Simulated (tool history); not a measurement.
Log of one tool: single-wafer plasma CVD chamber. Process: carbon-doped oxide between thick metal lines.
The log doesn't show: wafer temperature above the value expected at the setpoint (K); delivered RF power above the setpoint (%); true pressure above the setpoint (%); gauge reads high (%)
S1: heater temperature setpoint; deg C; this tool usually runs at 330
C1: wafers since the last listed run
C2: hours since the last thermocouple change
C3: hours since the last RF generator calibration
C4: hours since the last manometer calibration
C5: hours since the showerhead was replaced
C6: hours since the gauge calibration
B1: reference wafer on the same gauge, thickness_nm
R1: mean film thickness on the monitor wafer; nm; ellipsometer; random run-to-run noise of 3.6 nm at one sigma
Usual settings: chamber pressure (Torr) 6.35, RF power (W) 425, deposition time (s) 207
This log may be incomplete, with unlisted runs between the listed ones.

run 1 hour=0 | S1=330 chamber_pressure_(Torr)=6.35 RF_power_(W)=425 deposition_time_(s)=207 | C1=0 C2=2015.5 C3=1262.6 C4=2209.9 C5=5844.1 C6=330.9 | B1=1049.006 | R1=990.933
run 2 hour=40 | S1=330 chamber_pressure_(Torr)=6.35 RF_power_(W)=425 deposition_time_(s)=207 | C1=272 C2=2055.5 C3=1302.6 C4=2249.9 C5=5884.1 C6=370.9 | B1=1050.624 | R1=988.611
run 3 hour=86.8 | S1=330 chamber_pressure_(Torr)=6.35 RF_power_(W)=425 deposition_time_(s)=207 | C1=319 C2=2102.3 C3=1349.4 C4=2296.7 C5=5930.9 C6=417.7 | B1=1050.597 | R1=985.002
run 4 hour=122.5 | S1=330 chamber_pressure_(Torr)=6.35 RF_power_(W)=425 deposition_time_(s)=207 | C1=243 C2=2138 C3=1385.1 C4=2332.4 C5=5966.6 C6=453.4 | B1=1052.9 | R1=982.653
run 5 hour=182.9 | S1=330 chamber_pressure_(Torr)=6.35 RF_power_(W)=425 deposition_time_(s)=207 | C1=411 C2=2198.4 C3=1445.5 C4=2392.8 C5=6027 C6=513.8 | B1=1054.099 | R1=989.731
run 6 hour=237.4 | S1=330 chamber_pressure_(Torr)=6.35 RF_power_(W)=455 deposition_time_(s)=207 | C1=371 C2=2252.9 C3=1500 C4=2447.3 C5=6081.5 C6=568.3 | B1=1055.749 | R1=1025.011
-- hour=253.2 RF generator calibrated
run 7 hour=286.7 | S1=330 chamber_pressure_(Torr)=6.35 RF_power_(W)=485 deposition_time_(s)=207 | C1=281 C2=2302.2 C3=33.5 C4=2496.6 C5=6130.8 C6=617.6 | B1=1057.32 | R1=1069.836
run 8 hour=343.6 | S1=326 chamber_pressure_(Torr)=5.62 RF_power_(W)=425 deposition_time_(s)=207 | C1=388 C2=2359.1 C3=90.4 C4=2553.5 C5=6187.7 C6=674.5 | B1=1059.337 | R1=975.416
run 9 hour=381.1 | S1=326 chamber_pressure_(Torr)=5.62 RF_power_(W)=425 deposition_time_(s)=207 | C1=255 C2=2396.6 C3=127.9 C4=2591 C5=6225.2 C6=712 | B1=1060.81 | R1=976.335
-- hour=416.2 thermocouple changed; heater temperature recalibrated
run 10 hour=523.9 | S1=330 chamber_pressure_(Torr)=6.35 RF_power_(W)=425 deposition_time_(s)=207 | C1=919 C2=107.7 C3=270.7 C4=2733.8 C5=6368 C6=854.8 | B1=1065.016 | R1=996.315
run 11 hour=575.6 | S1=330 chamber_pressure_(Torr)=6.35 RF_power_(W)=425 deposition_time_(s)=207 | C1=352 C2=159.4 C3=322.4 C4=2785.5 C5=6419.7 C6=906.5 | B1=1066.697 | R1=993.234
run 12 hour=724.2 | S1=330 chamber_pressure_(Torr)=6.35 RF_power_(W)=425 deposition_time_(s)=192 | C1=1013 C2=308 C3=471 C4=2934.1 C5=6568.3 C6=1055.1 | B1=1070.741 | R1=935.234
run 13 hour=776.2 | S1=345 chamber_pressure_(Torr)=7.25 RF_power_(W)=425 deposition_time_(s)=207 | C1=354 C2=360 C3=523 C4=2986.1 C5=6620.3 C6=1107.1 | B1=1072.485 | R1=985.324
-- hour=786.9 capacitance manometer re-zeroed and calibrated
run 14 hour=802.3 | S1=330 chamber_pressure_(Torr)=6.35 RF_power_(W)=425 deposition_time_(s)=207 | C1=123 C2=386.1 C3=549.1 C4=15.4 C5=6646.4 C6=1133.2 | B1=1072.647 | R1=1001.85
-- hour=851.2 showerhead replaced
-- hour=853.7 gauge calibrated
run 15 hour=862.3 | S1=330 chamber_pressure_(Torr)=7.49 RF_power_(W)=425 deposition_time_(s)=207 | C1=354 C2=446.1 C3=609.1 C4=75.4 C5=11.1 C6=8.6 | B1=1029.344 | R1=983.552
run 16 hour=916.8 | S1=339 chamber_pressure_(Torr)=5.01 RF_power_(W)=425 deposition_time_(s)=184 | C1=371 C2=500.6 C3=663.6 C4=129.9 C5=65.6 C6=63.1 | B1=1030.621 | R1=794.612
run 17 hour=976.7 | S1=341 chamber_pressure_(Torr)=6.35 RF_power_(W)=470 deposition_time_(s)=207 | C1=408 C2=560.5 C3=723.5 C4=189.8 C5=125.5 C6=123 | B1=1032.764 | R1=990.322
run 18 hour=1031.9 | S1=321 chamber_pressure_(Torr)=6.35 RF_power_(W)=425 deposition_time_(s)=183 | C1=376 C2=615.7 C3=778.7 C4=245 C5=180.7 C6=178.2 | B1=1035.225 | R1=878.466
run 19 hour=1099.7 | S1=330 chamber_pressure_(Torr)=6.35 RF_power_(W)=425 deposition_time_(s)=207 | C1=462 C2=683.5 C3=846.5 C4=312.8 C5=248.5 C6=246 | B1=1036.759 | R1=972.473
run 20 hour=1139.2 | S1=330 chamber_pressure_(Torr)=7.11 RF_power_(W)=425 deposition_time_(s)=234 | C1=269 C2=723 C3=886 C4=352.3 C5=288 C6=285.5 | B1=1037.945 | R1=1116.258
run 21 hour=1176.7 | S1=330 chamber_pressure_(Torr)=6.35 RF_power_(W)=425 deposition_time_(s)=207 | C1=255 C2=760.5 C3=923.5 C4=389.8 C5=325.5 C6=323 | B1=1039.542 | R1=971.854
run 22 hour=1235.8 | S1=330 chamber_pressure_(Torr)=6.35 RF_power_(W)=345 deposition_time_(s)=207 | C1=403 C2=819.6 C3=982.6 C4=448.9 C5=384.6 C6=382.1 | B1=1040.507 | R1=869.576
run 23 hour=1266.4 | S1=330 chamber_pressure_(Torr)=4.8 RF_power_(W)=425 deposition_time_(s)=207 | C1=208 C2=850.2 C3=1013.2 C4=479.5 C5=415.2 C6=412.7 | B1=1041.814 | R1=917.907
run 24 hour=1304.6 | S1=344 chamber_pressure_(Torr)=6.81 RF_power_(W)=380 deposition_time_(s)=207 | C1=260 C2=888.4 C3=1051.4 C4=517.7 C5=453.4 C6=450.9 | B1=1043.142 | R1=896.635
run 25 hour=1330.5 | S1=330 chamber_pressure_(Torr)=7.19 RF_power_(W)=390 deposition_time_(s)=239 | C1=176 C2=914.3 C3=1077.3 C4=543.6 C5=479.3 C6=476.8 | B1=1043.41 | R1=1091.983
run 26 hour=1364.5 | S1=335 chamber_pressure_(Torr)=6.35 RF_power_(W)=455 deposition_time_(s)=207 | C1=231 C2=948.3 C3=1111.3 C4=577.6 C5=513.3 C6=510.8 | B1=1044.773 | R1=1002.93
run 27 hour=1432.3 | S1=330 chamber_pressure_(Torr)=5.28 RF_power_(W)=425 deposition_time_(s)=207 | C1=462 C2=1016.1 C3=1179.1 C4=645.4 C5=581.1 C6=578.6 | B1=1046.244 | R1=939.005

The logged runs with the hidden state left out (each run's random variation unchanged):
run=1 R1=976.099
run=2 R1=972.676
run=3 R1=967.804
run=4 R1=964.493
run=5 R1=969.736
run=6 R1=1002.716
run=7 R1=1045.072
run=8 R1=951.27
run=9 R1=951.135
run=10 R1=966.613
run=11 R1=962.192
run=12 R1=902.155
run=13 R1=949.062
run=14 R1=964.262
run=15 R1=987.005
run=16 R1=796.111
run=17 R1=990.427
run=18 R1=877.125
run=19 R1=969.043
run=20 R1=1111.024
run=21 R1=966.228
run=22 R1=863.039
run=23 R1=910.187
run=24 R1=888.096
run=25 R1=1080.763
run=26 R1=991.636
run=27 R1=926.588
